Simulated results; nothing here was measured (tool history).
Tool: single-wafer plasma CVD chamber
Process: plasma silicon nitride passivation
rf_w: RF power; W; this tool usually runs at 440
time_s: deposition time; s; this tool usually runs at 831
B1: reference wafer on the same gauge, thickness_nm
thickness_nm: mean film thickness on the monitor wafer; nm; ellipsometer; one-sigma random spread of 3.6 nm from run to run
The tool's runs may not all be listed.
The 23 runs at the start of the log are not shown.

run 24 hour=556.1 | rf_w=485 time_s=723 | B1=1119.281 | thickness_nm=985.015
run 25 hour=574.1 | rf_w=390 time_s=712 | B1=1119.314 | thickness_nm=934.884
run 26 hour=590.2 | rf_w=440 time_s=831 | B1=1118.94 | thickness_nm=1116.196
run 27 hour=624.6 | rf_w=490 time_s=763 | B1=1117.99 | thickness_nm=1040.249
run 28 hour=655.1 | rf_w=485 time_s=723 | B1=1119.716 | thickness_nm=988.15
run 29 hour=678.6 | rf_w=495 time_s=990 | B1=1119.615 | thickness_nm=1357.649
-- hour=691.8 gauge calibrated
run 30 hour=694.3 | rf_w=465 time_s=756 | B1=1093.684 | thickness_nm=1000.657
run 31 hour=716 | rf_w=440 time_s=831 | B1=1095.709 | thickness_nm=1091.405
run 32 hour=733.8 | rf_w=390 time_s=761 | B1=1095.577 | thickness_nm=979.025
run 33 hour=750.4 | rf_w=440 time_s=666 | B1=1096.512 | thickness_nm=881.97
run 34 hour=768.6 | rf_w=400 time_s=899 | B1=1097.289 | thickness_nm=1169.566
run 35 hour=793.9 | rf_w=405 time_s=967 | B1=1098.121 | thickness_nm=1265.802
run 36 hour=807.7 | rf_w=490 time_s=937 | B1=1100.02 | thickness_nm=1254.133
-- hour=829 RF generator calibrated
-- hour=833.4 showerhead replaced
run 37 hour=833.9 | rf_w=440 time_s=831 | B1=1100.872 | thickness_nm=1099.8
run 38 hour=848.9 | rf_w=485 time_s=687 | B1=1101.247 | thickness_nm=923.542
run 39 hour=872.3 | rf_w=440 time_s=831 | B1=1102.11 | thickness_nm=1098.445
run 40 hour=908.1 | rf_w=360 time_s=702 | B1=1103.782 | thickness_nm=898.648
run 41 hour=939 | rf_w=440 time_s=831 | B1=1104.257 | thickness_nm=1105.141
run 42 hour=976 | rf_w=375 time_s=997 | B1=1105.978 | thickness_nm=1290.466
run 43 hour=988.6 | rf_w=370 time_s=678 | B1=1107.62 | thickness_nm=874.558
run 44 hour=1074.4 | rf_w=440 time_s=831 | B1=1109.706 | thickness_nm=1109.365
run 45 hour=1109.1 | rf_w=480 time_s=676 | B1=1109.162 | thickness_nm=910.132

Below are 3 alternative next runs, each starting from the tool's condition after run 45. Predict each:
run A hour=1109.7 | rf_w=440 time_s=980 | B1=? | thickness_nm=?
run B hour=1109.7 | rf_w=360 time_s=943 | B1=? | thickness_nm=?
run C hour=1109.7 | rf_w=490 time_s=963 | B1=? | thickness_nm=?

run=A B1=1109.53 thickness_nm=1309.746
run=B B1=1109.53 thickness_nm=1220.363
run=C B1=1109.53 thickness_nm=1311.057
Stripped of hidden state, with their random variation kept, the same runs would have yielded:
run=A thickness_nm=1286.257
run=B thickness_nm=1198.477
run=C thickness_nm=1287.544
